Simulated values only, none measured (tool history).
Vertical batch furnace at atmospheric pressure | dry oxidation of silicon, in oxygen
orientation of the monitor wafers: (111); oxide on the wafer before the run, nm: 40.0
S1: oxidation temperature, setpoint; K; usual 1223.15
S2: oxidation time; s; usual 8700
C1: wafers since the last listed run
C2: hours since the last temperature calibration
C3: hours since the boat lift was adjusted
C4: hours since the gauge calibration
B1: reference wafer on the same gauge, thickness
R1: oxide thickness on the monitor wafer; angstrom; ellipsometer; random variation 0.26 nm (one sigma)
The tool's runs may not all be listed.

run    hour       S1     S2   C1      C2      C3      C4     B1      R1
  1     0.0  1204.15   8700    0  3225.6  2586.3  1685.2  91.56   931.7
  2    40.7  1223.15   8700  212  3266.3  2627.0  1725.9  91.68  1042.7
  3   114.9  1223.15   8700  388  3340.5  2701.2  1800.1  91.55  1034.5
  4   192.5  1223.15   8700  405  3418.1  2778.8  1877.7  91.71  1040.5
  5   235.6  1223.15   8700  225  3461.2  2821.9  1920.8  91.76  1042.4
  6   329.3  1223.15   8700  489  3554.9  2915.6  2014.5  91.82  1036.0
  7   368.6  1223.15   8700  205  3594.2  2954.9  2053.8  91.69  1036.9
  8   405.8  1223.15  10230  194  3631.4  2992.1  2091.0  91.70  1126.1
  9   484.7  1223.15  10230  412  3710.3  3071.0  2169.9  91.75  1125.3
 10   576.9  1223.15  11910  482  3802.5  3163.2  2262.1  91.77  1214.8
 11   672.0  1223.15  11910  497  3897.6  3258.3  2357.2  91.93  1216.7
 12   774.3  1235.15   8700  534  3999.9  3360.6  2459.5  91.91  1113.1
      829.6  -- thermocouples replaced and temperature profile calibrated
 13   862.1  1235.15   8700  333    32.5  3448.4  2547.3  91.79  1112.6
 14   946.3  1235.15   8700  440   116.7  3532.6  2631.5  91.89  1110.1
 15  1042.7  1223.15   8700  504   213.1  3629.0  2727.9  91.91  1033.4
 16  1124.6  1223.15   8700  428   295.0  3710.9  2809.8  91.86  1037.7
 17  1186.9  1223.15   8700  325   357.3  3773.2  2872.1  91.97  1042.7
     1242.1  -- boat lift adjusted
 18  1259.7  1232.15   8700  255   430.1    17.6  2944.9  91.98  1095.1
 19  1336.2  1223.15   6030  400   506.6    94.1  3021.4  91.91   875.3
 20  1412.3  1223.15   8700  397   582.7   170.2  3097.5  91.91  1044.4
 21  1513.7  1208.15  12780  530   684.1   271.6  3198.9  91.90  1156.6
 22  1556.5  1223.15   8700  223   726.9   314.4  3241.7  91.86  1039.5
 23  1604.6  1223.15   4740  251   775.0   362.5  3289.8  91.98   789.1
     1626.8  -- gauge calibrated
 24  1667.5  1210.15  12180  328   837.9   425.4    40.7  90.10  1123.2
 25  1732.4  1223.15   8700  339   902.8   490.3   105.6  90.28  1027.6
 26  1769.5  1241.15  10920  194   939.9   527.4   142.7  90.40  1269.7
 27  1829.0  1223.15  12300  311   999.4   586.9   202.2  90.64  1225.8
 28  1899.7  1223.15   8700  369  1070.1   657.6   272.9  90.60  1022.5
 29  2005.2  1223.15   8700  551  1175.6   763.1   378.4  90.85  1025.7
 30  2095.0  1223.15   8700  469  1265.4   852.9   468.2  90.95  1026.9
 31  2145.0  1206.15   6630  261  1315.4   902.9   518.2  91.02   826.4
 32  2190.4  1213.15  10380  237  1360.8   948.3   563.6  91.05  1064.7
 33  2243.1  1223.15  11190  275  1413.5  1001.0   616.3  91.18  1167.3
 34  2339.8  1246.15   7320  505  1510.2  1097.7   713.0  91.31  1076.3
 35  2462.9  1223.15   8700  643  1633.3  1220.8   836.1  91.26  1032.1
 36  2545.7  1223.15  10890  432  1716.1  1303.6   918.9  91.43  1152.9

3 ways to go on from here, each from the tool as it stands after run 36. What would each give?
  A  2552.8  1223.15  8700  37  1723.2  1310.7  926.0   ?   ?
  B  2552.8  1202.15  4380  37  1723.2  1310.7  926.0   ?   ?
  C  2552.8  1241.15  6900  37  1723.2  1310.7  926.0   ?   ?

run     B1      R1
  A  91.42  1039.5
  B  91.42   695.3
  C  91.42  1024.2
Without the tool's hidden state the same runs would have given:
run      R1
  A  1022.5
  B   683.9
  C  1007.5
